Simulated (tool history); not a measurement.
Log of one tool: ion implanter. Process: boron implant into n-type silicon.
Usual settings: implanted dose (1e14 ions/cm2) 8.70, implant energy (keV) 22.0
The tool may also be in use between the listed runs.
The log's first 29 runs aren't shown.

run   hour  implanted dose (1e14 ions/cm2)  implant energy (keV)  read-back reference wafer on the same gauge, sheet resistance  sheet resistance of the implanted and annealed layer (ohm/square)
 30  366.6                            9.71                  29.0                                                         133.97                                                             130.33
 31  379.9                            7.81                  29.5                                                         133.89                                                             154.87
 32  392.2                            8.70                  22.0                                                         134.23                                                             143.73
 33  438.3                            7.67                  16.5                                                         133.90                                                             166.14
 34  454.0                            9.48                  18.5                                                         134.00                                                             137.31
 35  468.6                            9.39                  15.5                                                         134.03                                                             140.17
 36  485.6                            7.68                  22.0                                                         134.23                                                             160.44
 37  534.4                            9.98                  22.0                                                         134.01                                                             129.39

4 ways to go on from here, each from the tool as it stands after run 37. What would each give?
  A  534.8                            8.70                  22.0                                                              ?                                                                  ?
  B  534.8                            8.70                  17.0                                                              ?                                                                  ?
  C  534.8                            7.05                  22.0                                                              ?                                                                  ?
  D  534.8                            9.46                  28.5                                                              ?                                                                  ?

run  read-back reference wafer on the same gauge, sheet resistance  sheet resistance of the implanted and annealed layer (ohm/square)
  A                                                         134.04                                                             146.04
  B                                                         134.04                                                             149.60
  C                                                         134.04                                                             175.30
  D                                                         134.04                                                             133.26
Without the tool's hidden state the same runs would have given:
run  sheet resistance of the implanted and annealed layer (ohm/square)
  A                                                             144.05
  B                                                             147.56
  C                                                             172.91
  D                                                             131.49
